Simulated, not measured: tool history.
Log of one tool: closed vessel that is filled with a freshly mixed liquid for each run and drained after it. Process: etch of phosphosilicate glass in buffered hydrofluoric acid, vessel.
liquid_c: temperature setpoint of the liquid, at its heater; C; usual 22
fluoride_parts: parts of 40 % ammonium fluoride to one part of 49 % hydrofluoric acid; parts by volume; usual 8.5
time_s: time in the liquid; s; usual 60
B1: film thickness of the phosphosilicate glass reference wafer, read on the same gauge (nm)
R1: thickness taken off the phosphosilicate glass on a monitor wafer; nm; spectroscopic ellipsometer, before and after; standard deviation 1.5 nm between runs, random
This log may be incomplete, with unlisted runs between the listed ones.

run 1 day=0 | liquid_c=22 fluoride_parts=8.5 time_s=60 | B1=100.03 | R1=442.94
run 2 day=8.971 | liquid_c=22 fluoride_parts=8.5 time_s=60 | B1=99.98 | R1=440.39
run 3 day=16.771 | liquid_c=22 fluoride_parts=8.5 time_s=60 | B1=99.99 | R1=439.34
run 4 day=19.062 | liquid_c=22 fluoride_parts=8.5 time_s=60 | B1=100.01 | R1=442.94
run 5 day=20.338 | liquid_c=22 fluoride_parts=8.5 time_s=45 | B1=100.01 | R1=330.95
run 6 day=22.021 | liquid_c=22 fluoride_parts=8.5 time_s=60 | B1=99.95 | R1=439.99
run 7 day=23.829 | liquid_c=22 fluoride_parts=8.5 time_s=60 | B1=99.99 | R1=439.56
run 8 day=25.796 | liquid_c=22 fluoride_parts=6.5 time_s=60 | B1=99.99 | R1=581.8
run 9 day=27.962 | liquid_c=25.5 fluoride_parts=8.5 time_s=60 | B1=99.97 | R1=533.29
run 10 day=30.571 | liquid_c=25.5 fluoride_parts=8.5 time_s=60 | B1=100.01 | R1=532.88
run 11 day=33.104 | liquid_c=25.5 fluoride_parts=8.5 time_s=60 | B1=100.02 | R1=530.96
run 12 day=35.533 | liquid_c=26 fluoride_parts=8.5 time_s=70 | B1=99.99 | R1=638.63
run 13 day=37.088 | liquid_c=22 fluoride_parts=8.5 time_s=60 | B1=100.04 | R1=439.9
run 14 day=39.8 | liquid_c=24.5 fluoride_parts=11 time_s=75 | B1=99.99 | R1=503.64
run 15 day=42.792 | liquid_c=22 fluoride_parts=7 time_s=35 | B1=100.01 | R1=313.65
run 16 day=48.804 | liquid_c=22 fluoride_parts=6 time_s=60 | B1=100.05 | R1=617.48
run 17 day=51.383 | liquid_c=22 fluoride_parts=6 time_s=50 | B1=100 | R1=514.91
run 18 day=53.912 | liquid_c=25.5 fluoride_parts=8.5 time_s=60 | B1=99.99 | R1=527.75
run 19 day=56.396 | liquid_c=22 fluoride_parts=5 time_s=60 | B1=100.01 | R1=718.29
run 20 day=58.3 | liquid_c=24 fluoride_parts=9.5 time_s=60 | B1=100.02 | R1=440.36
run 21 day=60.296 | liquid_c=26.5 fluoride_parts=11.5 time_s=90 | B1=100.01 | R1=671.17
run 22 day=63.067 | liquid_c=22 fluoride_parts=8.5 time_s=60 | B1=100.04 | R1=451.77
run 23 day=64.279 | liquid_c=22 fluoride_parts=8.5 time_s=60 | B1=100 | R1=453.67
run 24 day=65.342 | liquid_c=22 fluoride_parts=8.5 time_s=60 | B1=100.03 | R1=453.67
run 25 day=67.767 | liquid_c=22 fluoride_parts=8.5 time_s=60 | B1=100 | R1=452.66
run 26 day=70.758 | liquid_c=17.5 fluoride_parts=8.5 time_s=85 | B1=100.03 | R1=500.12
run 27 day=72.171 | liquid_c=22 fluoride_parts=5.5 time_s=60 | B1=100.03 | R1=688.91
run 28 day=74.833 | liquid_c=22 fluoride_parts=8.5 time_s=60 | B1=100 | R1=453
run 29 day=75.967 | liquid_c=25 fluoride_parts=8.5 time_s=60 | B1=99.98 | R1=529.59
run 30 day=78.358 | liquid_c=22 fluoride_parts=8.5 time_s=60 | B1=99.98 | R1=449.93
run 31 day=80.183 | liquid_c=17.5 fluoride_parts=8.5 time_s=60 | B1=100 | R1=349.19
run 32 day=81.7 | liquid_c=22 fluoride_parts=8.5 time_s=60 | B1=100.01 | R1=448.14

Missing from the log above: 3 entries noted between runs. For each, name the pair of listed runs it sits between and say how the tool's hidden condition differs from the listed run just before to the listed run just after:
Run 18 -> run 19: gauge calibrated (day 55.379); hydrofluoric acid flow meter replaced (day 56.075)
  liquid colder than its thermometer reads (K): 0.772 -> 0.789
  difference, measured minus the result without the unlogged condition, R1: -22.45 -> -32.03 nm
Run 20 -> run 21: thermometer replaced (day 58.429)
  liquid colder than its thermometer reads (K): 0.803 -> 0.0314
  difference, measured minus the result without the unlogged condition, R1: -19.68 -> -1.08 nm

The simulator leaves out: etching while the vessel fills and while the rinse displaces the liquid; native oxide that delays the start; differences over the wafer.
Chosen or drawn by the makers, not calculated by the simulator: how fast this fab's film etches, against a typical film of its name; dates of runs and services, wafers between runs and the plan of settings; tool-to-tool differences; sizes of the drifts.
